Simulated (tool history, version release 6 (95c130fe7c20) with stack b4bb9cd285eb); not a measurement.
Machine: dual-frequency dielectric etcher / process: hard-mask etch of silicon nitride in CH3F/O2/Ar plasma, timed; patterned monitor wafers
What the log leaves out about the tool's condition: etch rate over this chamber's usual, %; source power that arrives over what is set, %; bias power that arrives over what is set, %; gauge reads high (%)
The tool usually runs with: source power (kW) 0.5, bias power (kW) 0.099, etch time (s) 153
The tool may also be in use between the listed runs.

run   hour  source power (kW)  bias power (kW)  etch time (s)  wafers since the last listed run  hours since the last wet clean  hours since the last source power generator calibration  hours since the last bias power generator calibration  hours since the last upper electrode change  hours since the gauge calibration  read-back reference wafer on the same gauge, depth_nm  mean etch depth across the wafer (nm)
  1      0                0.5            0.099            153                                 0                             442                                                   4234.2                                                 3432.8                                       2055.4                              264.7                                                  149.2                                    125
        17  -- wet clean of the chamber
  2   25.4                0.5            0.099            153                                84                             8.4                                                   4259.6                                                 3458.2                                       2080.8                              290.1                                                  149.1                                  128.9
  3   38.3                0.5            0.099            153                               129                            21.3                                                   4272.5                                                 3471.1                                       2093.7                                303                                                    149                                  129.1
  4   73.8               0.55            0.099            153                               357                            56.8                                                     4308                                                 3506.6                                       2129.2                              338.5                                                    149                                  133.7
  5  102.7               0.55            0.099            153                               290                            85.7                                                   4336.9                                                 3535.5                                       2158.1                              367.4                                                    149                                  132.8
  6  137.4               0.55            0.099            153                               349                           120.4                                                   4371.6                                                 3570.2                                       2192.8                              402.1                                                  148.9                                    133
  7  170.8                0.5            0.099            153                               335                           153.8                                                     4405                                                 3603.6                                       2226.2                              435.5                                                  149.1                                  128.2
  8  195.3                0.5            0.099            153                               246                           178.3                                                   4429.5                                                 3628.1                                       2250.7                                460                                                  148.9                                  128.5
  9  213.1                0.5            0.099            153                               179                           196.1                                                   4447.3                                                 3645.9                                       2268.5                              477.8                                                  148.9                                  126.4
 10  232.5                0.5            0.099            153                               195                           215.5                                                   4466.7                                                 3665.3                                       2287.9                              497.2                                                  148.9                                  127.5
 11  256.5                0.5            0.099          168.5                               241                           239.5                                                   4490.7                                                 3689.3                                       2311.9                              521.2                                                  148.9                                  140.2
     274.5  -- bias power generator calibrated
     281.8  -- upper electrode replaced
 12  282.3                0.5            0.099          168.5                               145                           265.3                                                   4516.5                                                    7.8                                          0.5                                547                                                  148.9                                  139.3
 13  356.1                0.5            0.099          168.5                               742                           339.1                                                   4590.3                                                   81.6                                         74.3                              620.8                                                  148.9                                  139.4
 14  373.2                0.5            0.116            153                               171                           356.2                                                   4607.4                                                   98.7                                         91.4                              637.9                                                  149.1                                  136.9
     400.6  -- wet clean of the chamber
 15  404.8               0.55            0.079          123.5                                76                             4.2                                                     4639                                                  130.3                                          123                              669.5                                                  149.1                                   96.1
 16  432.4                0.5            0.099            153                               277                            31.8                                                   4666.6                                                  157.9                                        150.6                              697.1                                                  148.9                                  128.7
       472  -- gauge calibrated
 17  487.1               0.57            0.099          135.5                               550                            86.5                                                   4721.3                                                  212.6                                        205.3                               15.1                                                    149                                    120
 18  504.9               0.41            0.076            113                               179                           104.3                                                   4739.1                                                  230.4                                        223.1                               32.9                                                  148.9                                   75.3
 19  520.1                0.5            0.099            153                               152                           119.5                                                   4754.3                                                  245.6                                        238.3                               48.1                                                  149.1                                  128.3
 20  554.6                0.6            0.112          109.5                               347                             154                                                   4788.8                                                  280.1                                        272.8                               82.6                                                    149                                    105
     572.4  -- source power generator calibrated
 21  582.4               0.44            0.084            153                               239                           181.8                                                       10                                                  307.9                                        300.6                              110.4                                                    149                                  110.3
 22  613.5               0.41             0.12            117                               312                           212.9                                                     41.1                                                    339                                        331.7                              141.5                                                    149                                  100.4
 23  645.9                0.6            0.099            153                               325                           245.3                                                     73.5                                                  371.4                                        364.1                              173.9                                                    149                                    136
 24  681.1               0.54            0.082            153                               354                           280.5                                                    108.7                                                  406.6                                        399.3                              209.1                                                  149.2                                    117
 25  693.5               0.41            0.107            167                               124                           292.9                                                    121.1                                                    419                                        411.7                              221.5                                                  148.9                                  132.5
 26  728.4               0.43            0.082            153                               351                           327.8                                                      156                                                  453.9                                        446.6                              256.4                                                  149.1                                  106.4

Hidden state or all else? Some run-to-run changes of mean etch depth across the wafer (nm), split into what the settings, what came in and random variation would give without the hidden state, and what is left for the hidden state (with any gauge scatter that isn't in both results):
Run 1 -> 2: wet clean of the chamber. mean etch depth across the wafer (nm) +3.9: hidden state +4.7, all else -0.8.
Run 14 -> 15: source power (kW) 0.5 -> 0.55, bias power (kW) 0.116 -> 0.079, etch time (s) 153 -> 123.5, wet clean of the chamber. mean etch depth across the wafer (nm) -40.8: hidden state +4.5, all else -45.3.
Run 17 -> 18: source power (kW) 0.57 -> 0.41, bias power (kW) 0.099 -> 0.076, etch time (s) 135.5 -> 113. mean etch depth across the wafer (nm) -44.7: hidden state +0.4, all else -45.1.
Run 18 -> 19: source power (kW) 0.41 -> 0.5, bias power (kW) 0.076 -> 0.099, etch time (s) 113 -> 153. mean etch depth across the wafer (nm) +53: hidden state -0.8, all else +53.8.
